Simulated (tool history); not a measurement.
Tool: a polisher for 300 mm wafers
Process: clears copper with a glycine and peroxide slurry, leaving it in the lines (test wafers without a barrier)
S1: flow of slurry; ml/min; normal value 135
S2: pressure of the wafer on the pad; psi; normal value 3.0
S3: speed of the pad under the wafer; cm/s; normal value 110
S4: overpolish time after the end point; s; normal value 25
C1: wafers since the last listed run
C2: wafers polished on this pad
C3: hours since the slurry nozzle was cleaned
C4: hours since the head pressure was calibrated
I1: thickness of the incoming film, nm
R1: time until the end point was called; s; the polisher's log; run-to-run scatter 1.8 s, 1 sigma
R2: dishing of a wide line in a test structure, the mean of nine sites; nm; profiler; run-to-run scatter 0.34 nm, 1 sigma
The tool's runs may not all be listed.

| run | hour | S1 | S2 | S3 | S4 | C1 | C2 | C3 | C4 | I1 | R1 | R2 |
|---|---|---|---|---|---|---|---|---|---|---|---|---|
| 1 | 0.0 | 120 | 3.6 | 110 | 25 | 0 | 640 | 349.7 | 432.0 | 598.2 | 98.5 | 25.0 |
| 2 | 20.3 | 135 | 3.0 | 110 | 25 | 193 | 833 | 370.0 | 452.3 | 585.3 | 108.5 | 26.0 |
| 3 | 67.3 | 135 | 3.0 | 134 | 25 | 447 | 1280 | 417.0 | 499.3 | 593.6 | 91.4 | 24.8 |
|  | 88.3 | worn pad replaced by a new one |
| 4 | 169.6 | 135 | 3.0 | 134 | 25 | 935 | 773 | 519.3 | 601.6 | 594.2 | 92.9 | 25.0 |
| 5 | 200.5 | 135 | 3.3 | 110 | 25 | 293 | 1067 | 550.2 | 632.5 | 595.8 | 106.4 | 25.2 |
| 6 | 234.5 | 135 | 3.3 | 110 | 25 | 323 | 1391 | 584.2 | 666.5 | 599.2 | 103.6 | 25.2 |
| 7 | 263.1 | 135 | 3.3 | 110 | 25 | 272 | 1663 | 612.8 | 695.1 | 594.4 | 105.5 | 25.2 |
|  | 270.9 | worn pad replaced by a new one |
| 8 | 292.2 | 135 | 3.0 | 110 | 25 | 238 | 202 | 641.9 | 724.2 | 600.4 | 113.5 | 25.3 |
| 9 | 304.2 | 135 | 3.0 | 110 | 21 | 114 | 316 | 653.9 | 736.2 | 604.1 | 110.7 | 24.9 |
| 10 | 338.6 | 135 | 3.0 | 110 | 21 | 327 | 644 | 688.3 | 770.6 | 600.7 | 113.3 | 24.7 |
| 11 | 352.3 | 135 | 3.0 | 110 | 25 | 130 | 774 | 702.0 | 784.3 | 599.5 | 113.0 | 25.3 |
| 12 | 379.6 | 135 | 3.8 | 110 | 25 | 259 | 1034 | 729.3 | 811.6 | 591.7 | 93.5 | 25.5 |
| 13 | 392.8 | 135 | 3.8 | 110 | 25 | 125 | 1159 | 742.5 | 824.8 | 593.9 | 92.8 | 25.2 |
| 14 | 405.8 | 135 | 3.8 | 110 | 25 | 123 | 1283 | 755.5 | 837.8 | 594.0 | 92.9 | 24.7 |
|  | 448.2 | worn pad replaced by a new one |
|  | 464.9 | head pressure recalibrated |
| 15 | 496.9 | 135 | 2.2 | 110 | 25 | 809 | 444 | 846.6 | 32.0 | 600.1 | 137.3 | 25.6 |
| 16 | 518.6 | 135 | 3.0 | 110 | 25 | 206 | 650 | 868.3 | 53.7 | 584.9 | 111.0 | 24.9 |
| 17 | 553.2 | 135 | 3.0 | 72 | 12 | 329 | 979 | 902.9 | 88.3 | 604.5 | 157.9 | 20.3 |
| 18 | 567.5 | 135 | 3.0 | 86 | 35 | 136 | 1115 | 917.2 | 102.6 | 593.8 | 132.7 | 26.3 |
| 19 | 598.3 | 155 | 3.0 | 100 | 17 | 293 | 1408 | 948.0 | 133.4 | 598.9 | 119.8 | 24.2 |
|  | 606.4 | worn pad replaced by a new one |
|  | 614.5 | slurry nozzle cleaned |
| 20 | 615.0 | 120 | 3.0 | 110 | 25 | 111 | 72 | 0.5 | 150.1 | 602.6 | 114.6 | 25.4 |
| 21 | 641.5 | 145 | 3.0 | 110 | 13 | 252 | 324 | 27.0 | 176.6 | 598.5 | 107.8 | 22.7 |
| 22 | 666.6 | 135 | 3.0 | 144 | 29 | 238 | 562 | 52.1 | 201.7 | 593.3 | 86.1 | 24.9 |
| 23 | 683.4 | 135 | 3.0 | 110 | 25 | 159 | 722 | 68.9 | 218.5 | 598.2 | 111.5 | 25.0 |
| 24 | 704.6 | 135 | 3.0 | 110 | 15 | 201 | 924 | 90.1 | 239.7 | 589.4 | 110.1 | 23.2 |
| 25 | 729.6 | 105 | 3.0 | 110 | 25 | 237 | 1162 | 115.1 | 264.7 | 598.3 | 117.2 | 25.5 |
| 26 | 743.8 | 135 | 2.2 | 136 | 25 | 135 | 1297 | 129.3 | 278.9 | 594.9 | 113.4 | 25.9 |
| 27 | 773.1 | 165 | 3.0 | 110 | 16 | 278 | 1576 | 158.6 | 308.2 | 608.8 | 110.9 | 24.3 |
|  | 792.5 | worn pad replaced by a new one |
| 28 | 793.0 | 145 | 2.4 | 128 | 17 | 151 | 4 | 178.5 | 328.1 | 596.4 | 111.6 | 24.2 |
| 29 | 809.6 | 165 | 2.1 | 92 | 25 | 157 | 162 | 195.1 | 344.7 | 585.8 | 157.4 | 25.6 |
| 30 | 839.1 | 135 | 3.0 | 110 | 25 | 280 | 443 | 224.6 | 374.2 | 593.4 | 111.9 | 25.6 |

Across each entry between runs, compare the hidden state at the last listed run before it with the hidden state at the first listed run after it:
Run 3 -> run 4: worn pad replaced by a new one (hour 88.3)
  no hidden state differs between the two runs
Run 7 -> run 8: worn pad replaced by a new one (hour 270.9)
  no hidden state differs between the two runs
Run 14 -> run 15: worn pad replaced by a new one (hour 448.2); head pressure recalibrated (hour 464.9)
  no hidden state differs between the two runs
Run 19 -> run 20: worn pad replaced by a new one (hour 606.4); slurry nozzle cleaned (hour 614.5)
  no hidden state differs between the two runs
Run 27 -> run 28: worn pad replaced by a new one (hour 792.5)
  no hidden state differs between the two runs
